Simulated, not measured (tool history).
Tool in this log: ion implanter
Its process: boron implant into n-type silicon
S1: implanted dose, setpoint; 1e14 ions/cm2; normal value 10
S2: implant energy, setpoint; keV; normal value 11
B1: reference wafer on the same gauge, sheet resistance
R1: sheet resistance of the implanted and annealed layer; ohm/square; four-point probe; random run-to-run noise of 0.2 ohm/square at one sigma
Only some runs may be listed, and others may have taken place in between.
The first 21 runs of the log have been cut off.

run    hour     S1   S2      B1      R1
 22   579.7  12.56    9  147.07  127.37
      603.4  -- extraction supply calibrated
 23   609.5     10   11  146.99  133.39
 24   623.1   9.07   13  147.02  137.67
 25   638.6  11.99  9.5  146.99  127.08
 26     664   7.03  9.5  147.06  173.53
 27   687.5     10   11  147.03  134.08
 28   722.3     10   11  146.98  134.06
 29   747.4  10.84   10  146.95  131.04
 30   842.4  10.85   14     147  120.28
 31   866.7   9.07   13  146.95  138.52
 32   949.9   7.24  9.5  146.99  171.28
 33   981.6  12.25    8  146.98  136.05
     1017.6  -- Faraday cup replaced and dose calibrated
 34  1018.1  12.06   12  146.99  116.58
 35  1040.6     10   11  146.95  133.21
     1064.3  -- gauge calibrated
 36  1073.3   7.52   10     147  163.74

Here are 5 independent what-if runs from the current tool condition. What would each one return?
  A  1073.7     10  11   ?   ?
  B  1073.7  11.73  14   ?   ?
  C  1073.7  12.02  14   ?   ?
  D  1073.7   8.06   8   ?   ?
  E  1073.7  12.23  12   ?   ?

run      B1      R1
  A  147.05  133.12
  B  147.05  113.27
  C  147.05  111.57
  D  147.05  163.65
  E  147.05  115.63
What these runs would have given with no unlogged condition in the tool:
run      R1
  A   133.1
  B  113.26
  C  111.56
  D  163.64
  E  115.62
